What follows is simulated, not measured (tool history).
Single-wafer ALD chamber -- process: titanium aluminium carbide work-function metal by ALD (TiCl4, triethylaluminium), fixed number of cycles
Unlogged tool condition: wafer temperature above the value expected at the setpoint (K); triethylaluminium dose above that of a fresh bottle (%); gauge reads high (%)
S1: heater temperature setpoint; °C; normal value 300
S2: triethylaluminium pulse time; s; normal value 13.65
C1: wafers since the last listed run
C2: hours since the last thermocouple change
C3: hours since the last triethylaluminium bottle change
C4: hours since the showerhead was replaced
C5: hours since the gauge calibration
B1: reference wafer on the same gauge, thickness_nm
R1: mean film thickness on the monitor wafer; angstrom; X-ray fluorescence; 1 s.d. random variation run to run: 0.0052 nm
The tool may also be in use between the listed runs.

{"run": 1, "hour": 0.0, "S1": 300, "S2": 15.88, "C1": 0, "C2": 1219.2, "C3": 498.5, "C4": 3426.8, "C5": 129.4, "B1": 1.849, "R1": 21.1}
{"run": 2, "hour": 9.9, "S1": 300, "S2": 15.88, "C1": 60, "C2": 1229.1, "C3": 508.4, "C4": 3436.7, "C5": 139.3, "B1": 1.849, "R1": 21.06}
{"run": 3, "hour": 19.1, "S1": 300, "S2": 15.88, "C1": 56, "C2": 1238.3, "C3": 517.6, "C4": 3445.9, "C5": 148.5, "B1": 1.849, "R1": 21.19}
{"run": 4, "hour": 36.9, "S1": 300, "S2": 17.91, "C1": 109, "C2": 1256.1, "C3": 535.4, "C4": 3463.7, "C5": 166.3, "B1": 1.852, "R1": 21.17}
{"run": 5, "hour": 51.0, "S1": 300, "S2": 17.91, "C1": 86, "C2": 1270.2, "C3": 549.5, "C4": 3477.8, "C5": 180.4, "B1": 1.85, "R1": 21.13}
{"run": 6, "hour": 58.7, "S1": 300, "S2": 17.91, "C1": 47, "C2": 1277.9, "C3": 557.2, "C4": 3485.5, "C5": 188.1, "B1": 1.851, "R1": 21.24}
{"run": 7, "hour": 68.1, "S1": 300, "S2": 13.65, "C1": 57, "C2": 1287.3, "C3": 566.6, "C4": 3494.9, "C5": 197.5, "B1": 1.849, "R1": 20.86}
{"run": 8, "hour": 81.8, "S1": 300, "S2": 9.5, "C1": 83, "C2": 1301, "C3": 580.3, "C4": 3508.6, "C5": 211.2, "B1": 1.852, "R1": 20.16}
{"run": 9, "hour": 98.6, "S1": 300, "S2": 13.65, "C1": 102, "C2": 1317.8, "C3": 597.1, "C4": 3525.4, "C5": 228, "B1": 1.85, "R1": 20.83}
{"run": 10, "hour": 110.0, "S1": 300, "S2": 13.65, "C1": 69, "C2": 1329.2, "C3": 608.5, "C4": 3536.8, "C5": 239.4, "B1": 1.851, "R1": 20.86}
{"hour": 126.9, "done": "triethylaluminium bottle replaced"}
{"run": 11, "hour": 127.4, "S1": 300, "S2": 13.65, "C1": 57, "C2": 1346.6, "C3": 0.5, "C4": 3554.2, "C5": 256.8, "B1": 1.852, "R1": 21.31}
{"run": 12, "hour": 142.4, "S1": 300, "S2": 13.65, "C1": 91, "C2": 1361.6, "C3": 15.5, "C4": 3569.2, "C5": 271.8, "B1": 1.85, "R1": 21.2}
{"run": 13, "hour": 150.6, "S1": 300, "S2": 13.65, "C1": 50, "C2": 1369.8, "C3": 23.7, "C4": 3577.4, "C5": 280, "B1": 1.849, "R1": 21.27}
{"run": 14, "hour": 160.6, "S1": 300, "S2": 13.65, "C1": 61, "C2": 1379.8, "C3": 33.7, "C4": 3587.4, "C5": 290, "B1": 1.85, "R1": 21.4}
{"run": 15, "hour": 174.5, "S1": 313, "S2": 10.49, "C1": 85, "C2": 1393.7, "C3": 47.6, "C4": 3601.3, "C5": 303.9, "B1": 1.849, "R1": 22.29}
{"hour": 188.7, "done": "showerhead replaced"}
{"hour": 194.2, "done": "thermocouple changed; heater temperature recalibrated"}
{"run": 16, "hour": 194.7, "S1": 295, "S2": 9.72, "C1": 41, "C2": 0.5, "C3": 67.8, "C4": 6, "C5": 324.1, "B1": 1.851, "R1": 19.74}
{"run": 17, "hour": 196.4, "S1": 300, "S2": 10.56, "C1": 10, "C2": 2.2, "C3": 69.5, "C4": 7.7, "C5": 325.8, "B1": 1.85, "R1": 20.3}
{"run": 18, "hour": 204.3, "S1": 300, "S2": 9.61, "C1": 48, "C2": 10.1, "C3": 77.4, "C4": 15.6, "C5": 333.7, "B1": 1.85, "R1": 20.15}
{"run": 19, "hour": 210.6, "S1": 300, "S2": 13.65, "C1": 38, "C2": 16.4, "C3": 83.7, "C4": 21.9, "C5": 340, "B1": 1.85, "R1": 20.54}
{"hour": 213.9, "done": "gauge calibrated"}
{"run": 20, "hour": 227.7, "S1": 311, "S2": 13.65, "C1": 104, "C2": 33.5, "C3": 100.8, "C4": 39, "C5": 13.8, "B1": 1.851, "R1": 21.71}
{"run": 21, "hour": 245.5, "S1": 295, "S2": 8.25, "C1": 109, "C2": 51.3, "C3": 118.6, "C4": 56.8, "C5": 31.6, "B1": 1.848, "R1": 19.41}
{"run": 22, "hour": 262.1, "S1": 312, "S2": 15.86, "C1": 101, "C2": 67.9, "C3": 135.2, "C4": 73.4, "C5": 48.2, "B1": 1.85, "R1": 21.97}
{"run": 23, "hour": 272.1, "S1": 300, "S2": 18.92, "C1": 61, "C2": 77.9, "C3": 145.2, "C4": 83.4, "C5": 58.2, "B1": 1.85, "R1": 20.86}
{"run": 24, "hour": 280.8, "S1": 288, "S2": 16.11, "C1": 53, "C2": 86.6, "C3": 153.9, "C4": 92.1, "C5": 66.9, "B1": 1.85, "R1": 19.57}
{"run": 25, "hour": 293.9, "S1": 309, "S2": 11.57, "C1": 80, "C2": 99.7, "C3": 167, "C4": 105.2, "C5": 80, "B1": 1.852, "R1": 21.28}
{"run": 26, "hour": 344.1, "S1": 307, "S2": 8.99, "C1": 307, "C2": 149.9, "C3": 217.2, "C4": 155.4, "C5": 130.2, "B1": 1.849, "R1": 20.61}
{"run": 27, "hour": 352.8, "S1": 300, "S2": 13.65, "C1": 53, "C2": 158.6, "C3": 225.9, "C4": 164.1, "C5": 138.9, "B1": 1.85, "R1": 20.65}
{"run": 28, "hour": 362.6, "S1": 300, "S2": 13.65, "C1": 60, "C2": 168.4, "C3": 235.7, "C4": 173.9, "C5": 148.7, "B1": 1.852, "R1": 20.66}

Predict each of these 4 candidate next runs independently; none follows another, all start after run 28:
{"run": "A", "hour": 363.0, "S1": 300, "S2": 10.45, "C1": 2, "C2": 168.8, "C3": 236.1, "C4": 174.3, "C5": 149.1, "B1": "?", "R1": "?"}
{"run": "B", "hour": 363.0, "S1": 311, "S2": 9.99, "C1": 2, "C2": 168.8, "C3": 236.1, "C4": 174.3, "C5": 149.1, "B1": "?", "R1": "?"}
{"run": "C", "hour": 363.0, "S1": 312, "S2": 19.06, "C1": 2, "C2": 168.8, "C3": 236.1, "C4": 174.3, "C5": 149.1, "B1": "?", "R1": "?"}
{"run": "D", "hour": 363.0, "S1": 307, "S2": 13.65, "C1": 2, "C2": 168.8, "C3": 236.1, "C4": 174.3, "C5": 149.1, "B1": "?", "R1": "?"}

run=A B1=1.851 R1=20.17
run=B B1=1.851 R1=21.17
run=C B1=1.851 R1=22.13
run=D B1=1.851 R1=21.3
Take away the tool's hidden state, keep each run's random variation, and the runs would have read:
run=A R1=20.41
run=B R1=21.48
run=C R1=22.02
run=D R1=21.36
